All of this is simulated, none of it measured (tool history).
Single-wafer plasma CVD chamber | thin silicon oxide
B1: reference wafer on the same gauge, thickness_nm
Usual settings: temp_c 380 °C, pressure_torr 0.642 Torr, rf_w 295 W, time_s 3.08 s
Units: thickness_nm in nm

run 1 hour=0 | temp_c=380 pressure_torr=0.642 rf_w=295 time_s=3.08 | B1=3.796 | thickness_nm=4.18
run 2 hour=89.3 | temp_c=371 pressure_torr=0.642 rf_w=280 time_s=3.08 | B1=3.794 | thickness_nm=4.079
run 3 hour=182 | temp_c=380 pressure_torr=0.642 rf_w=315 time_s=3.08 | B1=3.784 | thickness_nm=4.324
run 4 hour=263.9 | temp_c=380 pressure_torr=0.642 rf_w=295 time_s=3.08 | B1=3.784 | thickness_nm=4.174
run 5 hour=331.5 | temp_c=380 pressure_torr=0.642 rf_w=310 time_s=3.08 | B1=3.778 | thickness_nm=4.288
run 6 hour=384.2 | temp_c=380 pressure_torr=0.642 rf_w=310 time_s=3.08 | B1=3.779 | thickness_nm=4.278
run 7 hour=420.6 | temp_c=380 pressure_torr=0.642 rf_w=310 time_s=3.08 | B1=3.773 | thickness_nm=4.27
run 8 hour=477.7 | temp_c=380 pressure_torr=0.642 rf_w=295 time_s=3.08 | B1=3.774 | thickness_nm=4.169
run 9 hour=564 | temp_c=386 pressure_torr=0.571 rf_w=355 time_s=2.59 | B1=3.764 | thickness_nm=3.398
run 10 hour=600.2 | temp_c=380 pressure_torr=0.642 rf_w=295 time_s=3.08 | B1=3.772 | thickness_nm=4.158
run 11 hour=691.7 | temp_c=380 pressure_torr=0.752 rf_w=295 time_s=3.08 | B1=3.76 | thickness_nm=4.874
run 12 hour=769.9 | temp_c=380 pressure_torr=0.642 rf_w=340 time_s=3.39 | B1=3.766 | thickness_nm=4.931
run 13 hour=861.5 | temp_c=393 pressure_torr=0.726 rf_w=295 time_s=3.55 | B1=3.753 | thickness_nm=5.335
run 14 hour=963.8 | temp_c=380 pressure_torr=0.642 rf_w=295 time_s=3.08 | B1=3.749 | thickness_nm=4.155
run 15 hour=1036.9 | temp_c=389 pressure_torr=0.642 rf_w=295 time_s=3.08 | B1=3.747 | thickness_nm=4.112
run 16 hour=1105.9 | temp_c=368 pressure_torr=0.742 rf_w=295 time_s=3.62 | B1=3.741 | thickness_nm=5.651
run 17 hour=1213 | temp_c=380 pressure_torr=0.769 rf_w=295 time_s=2.52 | B1=3.736 | thickness_nm=4.032
run 18 hour=1285.2 | temp_c=380 pressure_torr=0.703 rf_w=250 time_s=3.08 | B1=3.734 | thickness_nm=4.09
run 19 hour=1519 | temp_c=380 pressure_torr=0.642 rf_w=295 time_s=3.08 | B1=3.818 | thickness_nm=4.228
run 20 hour=1584.9 | temp_c=366 pressure_torr=0.642 rf_w=260 time_s=3.08 | B1=3.811 | thickness_nm=3.941
run 21 hour=1661.5 | temp_c=380 pressure_torr=0.642 rf_w=295 time_s=3.08 | B1=3.817 | thickness_nm=4.233
run 22 hour=1752.6 | temp_c=380 pressure_torr=0.717 rf_w=295 time_s=2.64 | B1=3.814 | thickness_nm=4.038
run 23 hour=1804.6 | temp_c=380 pressure_torr=0.752 rf_w=295 time_s=3.08 | B1=3.821 | thickness_nm=4.941
run 24 hour=1889 | temp_c=380 pressure_torr=0.527 rf_w=330 time_s=2.59 | B1=3.813 | thickness_nm=3.09
run 25 hour=1932.6 | temp_c=386 pressure_torr=0.571 rf_w=355 time_s=2.59 | B1=3.814 | thickness_nm=3.45
run 26 hour=2004.2 | temp_c=374 pressure_torr=0.712 rf_w=275 time_s=3.08 | B1=3.814 | thickness_nm=4.522
run 27 hour=2042.6 | temp_c=380 pressure_torr=0.642 rf_w=345 time_s=3.08 | B1=3.812 | thickness_nm=4.562
run 28 hour=2102.7 | temp_c=380 pressure_torr=0.642 rf_w=270 time_s=3.35 | B1=3.813 | thickness_nm=4.343

Not shown: 6 entries that the log had between the listed runs. Between which runs, and how does the tool's hidden state differ before and after?
Between runs 1 and 2: showerhead replaced (hour 9.7)
  gauge reads high (%): -0.739 -> -0.815
  measured less the result without the state, thickness_nm: -0.031 -> -0.033 nm
Between runs 2 and 3: RF generator calibrated (hour 104.8)
  gauge reads high (%): -0.815 -> -0.9
  measured less the result without the state, thickness_nm: -0.033 -> -0.039 nm
Between runs 10 and 11: capacitance manometer re-zeroed and calibrated (hour 645.1)
  gauge reads high (%): -1.35 -> -1.46
  measured less the result without the state, thickness_nm: -0.057 -> -0.072 nm
Between runs 17 and 18: RF generator calibrated (hour 1241.7)
  gauge reads high (%): -2.21 -> -2.33
  measured less the result without the state, thickness_nm: -0.091 -> -0.097 nm
Between runs 18 and 19: thermocouple changed; heater temperature recalibrated (hour 1308.8); gauge calibrated (hour 1420.8)
  gauge reads high (%): -2.33 -> -0.0899
  measured less the result without the state, thickness_nm: -0.097 -> -0.004 nm
